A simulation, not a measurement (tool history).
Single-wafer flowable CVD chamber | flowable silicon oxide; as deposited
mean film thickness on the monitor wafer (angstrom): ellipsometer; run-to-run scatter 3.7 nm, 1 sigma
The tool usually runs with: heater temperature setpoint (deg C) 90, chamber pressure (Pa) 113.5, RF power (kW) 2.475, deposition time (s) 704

run	hour	heater temperature setpoint (deg C)	chamber pressure (Pa)	RF power (kW)	deposition time (s)	wafers since the last listed run	hours since the last thermocouple change	hours since the last RF generator calibration	hours since the last manometer calibration	hours since the showerhead was replaced	hours since the gauge calibration	read-back reference wafer on the same gauge, thickness_nm	mean film thickness on the monitor wafer (angstrom)
1	0	90	113.5	2.81	704	0	1920.7	2024.6	2083.7	6067	270.5	695.61	7517.43
2	19.7	90	113.5	2.475	704	66	1940.4	2044.3	2103.4	6086.7	290.2	696.613	7394.42
3	52.4	90	113.5	2.475	796	109	1973.1	2077	2136.1	6119.4	322.9	695.553	8343.83
4	81	90	113.5	2.475	796	95	2001.7	2105.6	2164.7	6148	351.5	695.703	8386.53
5	97.4	90	113.5	2.475	796	55	2018.1	2122	2181.1	6164.4	367.9	696.354	8467.16
6	127.7	90	113.5	2.475	704	101	2048.4	2152.3	2211.4	6194.7	398.2	696.375	7378.93
7	146.3	90	113.5	2.475	704	62	2067	2170.9	2230	6213.3	416.8	695.727	7412.6
8	164.4	90	113.5	2.475	704	60	2085.1	2189	2248.1	6231.4	434.9	695.891	7402.8
9	252.1	90	113.5	2.475	704	294	2172.8	2276.7	2335.8	6319.1	522.6	695.796	7499.89
10	269.8	90	96.4	2.165	704	59	2190.5	2294.4	2353.5	6336.8	540.3	695.641	6370.82
11	292.8	90	96.4	2.165	704	77	2213.5	2317.4	2376.5	6359.8	563.3	695.612	6424.8
12	321.3	90	113.5	2.085	704	95	2242	2345.9	2405	6388.3	591.8	695.911	7312.16
13	339.1	82	94.9	2.955	793	59	2259.8	2363.7	2422.8	6406.1	609.6	695.865	9039.62
14	372.2	95	137.9	2.475	604	111	2292.9	2396.8	2455.9	6439.2	642.7	695.858	6478.85
# hour 386: capacitance manometer re-zeroed and calibrated
# hour 422.9: thermocouple changed; heater temperature recalibrated
15	440.9	102	113.5	2.295	704	176	18	2465.5	54.9	6507.9	711.4	696.198	5353.74
# hour 452.4: RF generator calibrated
16	468.9	90	113.5	2.475	704	67	46	16.5	82.9	6535.9	739.4	696.637	7653.4
# hour 488.2: showerhead replaced
17	503.5	90	113.5	2.475	704	89	80.6	51.1	117.5	15.3	774	696.135	7643.14
# hour 513.8: gauge calibrated
18	528.6	90	113.5	2.805	828	84	105.7	76.2	142.6	40.4	14.8	696.102	9150.78
# hour 563.4: capacitance manometer re-zeroed and calibrated, repeated, since the last time left the tool worse
19	563.9	90	113.5	2.475	704	91	141	111.5	0.5	75.7	50.1	696.282	7026.66
20	589.7	101	105.3	2.87	631	86	166.8	137.3	26.3	101.5	75.9	696.57	4336.22
21	693.2	90	113.5	2.475	704	347	270.3	240.8	129.8	205	179.4	696.487	7141.17
22	745.8	97	93.6	2.475	771	176	322.9	293.4	182.4	257.6	232	696.492	5394.58
23	769.9	79	113.5	2.325	704	80	347	317.5	206.5	281.7	256.1	695.935	9501.16

Subtracting, for every run, the result it would have given without the tool's unlogged condition from the measured result gives the following. The same run-to-run variation enters both numbers; the gauge's scatter may not:
What the log doesn't record here: wafer temperature above the value expected at the setpoint (K); delivered RF power above the setpoint (%); true pressure above the setpoint (%); gauge reads high (%).
run	mean film thickness on the monitor wafer (angstrom)
1	+330.46
2	+325.77
3	+368.91
4	+371.92
5	+376.13
6	+328.78
7	+330.88
8	+331
9	+337.97
10	+296.97
11	+300.08
12	+331.37
13	+423.81
14	+282.04
15	+406.43
16	+589.77
17	+599.41
18	+726.39
19	-22.36
20	-7.88
21	+23.22
22	+31.14
23	+63.06
